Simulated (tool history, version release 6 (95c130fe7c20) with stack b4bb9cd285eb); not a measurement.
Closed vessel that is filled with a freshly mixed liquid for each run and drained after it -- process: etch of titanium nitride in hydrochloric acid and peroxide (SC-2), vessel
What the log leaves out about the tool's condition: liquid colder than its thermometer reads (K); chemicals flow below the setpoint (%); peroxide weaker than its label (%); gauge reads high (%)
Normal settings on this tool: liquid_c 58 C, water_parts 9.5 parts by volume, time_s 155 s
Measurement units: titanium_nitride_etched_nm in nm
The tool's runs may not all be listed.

| run | day | liquid_c | water_parts | time_s | wafers since the last listed run | hours since the thermometer was replaced | hours since the chemicals flow meter was replaced | hours since the drum of peroxide was connected | hours since the gauge calibration | read-back film thickness of the titanium nitride reference wafer, read on the same gauge (nm) | titanium_nitride_etched_nm |
|---|---|---|---|---|---|---|---|---|---|---|---|
| 1 | 0 | 58 | 9.5 | 155 | 0 | 1555.4 | 1431.4 | 486 | 277.6 | 69.98 | 6.44 |
| 2 | 0.483 | 58 | 9.5 | 155 | 1424 | 1567 | 1443 | 497.6 | 289.2 | 69.99 | 6.37 |
| 3 | 1.146 | 58 | 9.5 | 155 | 1952 | 1582.9 | 1458.9 | 513.5 | 305.1 | 70.01 | 6.4 |
| 4 | 1.596 | 63 | 8.5 | 155 | 1326 | 1593.7 | 1469.7 | 524.3 | 315.9 | 70.01 | 9.62 |
| 5 | 1.975 | 63 | 8.5 | 155 | 1117 | 1602.8 | 1478.8 | 533.4 | 325 | 70 | 9.58 |
| 6 | 3.758 | 63 | 8.5 | 155 | 5255 | 1645.6 | 1521.6 | 576.2 | 367.8 | 70 | 9.5 |
|  | 4.354 | thermometer replaced |
|  | 4.475 | gauge calibrated |
| 7 | 4.479 | 58 | 9.5 | 155 | 2001 | 3 | 1538.9 | 593.5 | 0.1 | 69.99 | 7.55 |
| 8 | 5.062 | 58 | 9.5 | 155 | 1719 | 17 | 1552.9 | 607.5 | 14.1 | 69.99 | 7.56 |
| 9 | 5.642 | 53 | 9.5 | 205 | 1706 | 30.9 | 1566.8 | 621.4 | 28 | 70 | 7.24 |
| 10 | 6.283 | 58 | 8 | 155 | 1891 | 46.3 | 1582.2 | 636.8 | 43.4 | 70 | 8.64 |
| 11 | 6.792 | 58 | 9.5 | 155 | 1498 | 58.5 | 1594.4 | 649 | 55.6 | 70 | 7.5 |
| 12 | 7.479 | 58 | 9.5 | 155 | 2026 | 75 | 1610.9 | 665.5 | 72.1 | 70 | 7.46 |
| 13 | 8.212 | 58 | 9.5 | 90 | 2161 | 92.6 | 1628.5 | 683.1 | 89.7 | 70.02 | 4.32 |
| 14 | 8.529 | 58 | 5 | 155 | 933 | 100.2 | 1636.1 | 690.7 | 97.3 | 70 | 12.24 |
| 15 | 8.883 | 67.5 | 9.5 | 155 | 1043 | 108.7 | 1644.6 | 699.2 | 105.8 | 69.98 | 13.39 |
| 16 | 9.288 | 58 | 9.5 | 155 | 1191 | 118.4 | 1654.3 | 708.9 | 115.5 | 70.01 | 7.41 |
| 17 | 9.621 | 67.5 | 9.5 | 155 | 982 | 126.4 | 1662.3 | 716.9 | 123.5 | 70.01 | 13.32 |
|  | 9.842 | new drum of peroxide connected |
|  | 11.242 | chemicals flow meter replaced |
| 18 | 11.571 | 58 | 7 | 120 | 5501 | 173.2 | 7.9 | 41.5 | 170.3 | 70 | 7.71 |
| 19 | 12.125 | 58 | 9.5 | 155 | 1633 | 186.5 | 21.2 | 54.8 | 183.6 | 69.99 | 7.82 |
| 20 | 12.571 | 58 | 9.5 | 155 | 1313 | 197.2 | 31.9 | 65.5 | 194.3 | 70 | 7.73 |
| 21 | 13.271 | 55 | 11.5 | 70 | 2062 | 214 | 48.7 | 82.3 | 211.1 | 70 | 2.45 |
| 22 | 13.758 | 53 | 6 | 125 | 1436 | 225.7 | 60.4 | 94 | 222.8 | 69.98 | 6.5 |
| 23 | 14.171 | 58 | 9.5 | 70 | 1215 | 235.6 | 70.3 | 103.9 | 232.7 | 70.01 | 3.48 |

What if the next run were any one of these 5? Each begins from the tool's condition after run 23:
| A | 14.2 | 58 | 9.5 | 245 | 85 | 236.3 | 71 | 104.6 | 233.4 | ? | ? |
| B | 14.2 | 64.5 | 9.5 | 215 | 85 | 236.3 | 71 | 104.6 | 233.4 | ? | ? |
| C | 14.2 | 67 | 5.5 | 90 | 85 | 236.3 | 71 | 104.6 | 233.4 | ? | ? |
| D | 14.2 | 54.5 | 9.5 | 155 | 85 | 236.3 | 71 | 104.6 | 233.4 | ? | ? |
| E | 14.2 | 63 | 9.5 | 155 | 85 | 236.3 | 71 | 104.6 | 233.4 | ? | ? |

| run | read-back film thickness of the titanium nitride reference wafer, read on the same gauge (nm) | titanium_nitride_etched_nm |
|---|---|---|
| A | 70.02 | 12.13 |
| B | 70.02 | 15.98 |
| C | 70.02 | 11.95 |
| D | 70.02 | 6.13 |
| E | 70.02 | 10.51 |
With the hidden condition removed and each run's random variation left untouched, the same runs would have given:
| run | titanium_nitride_etched_nm |
|---|---|
| A | 12.69 |
| B | 16.69 |
| C | 12.46 |
| D | 6.41 |
| E | 10.97 |

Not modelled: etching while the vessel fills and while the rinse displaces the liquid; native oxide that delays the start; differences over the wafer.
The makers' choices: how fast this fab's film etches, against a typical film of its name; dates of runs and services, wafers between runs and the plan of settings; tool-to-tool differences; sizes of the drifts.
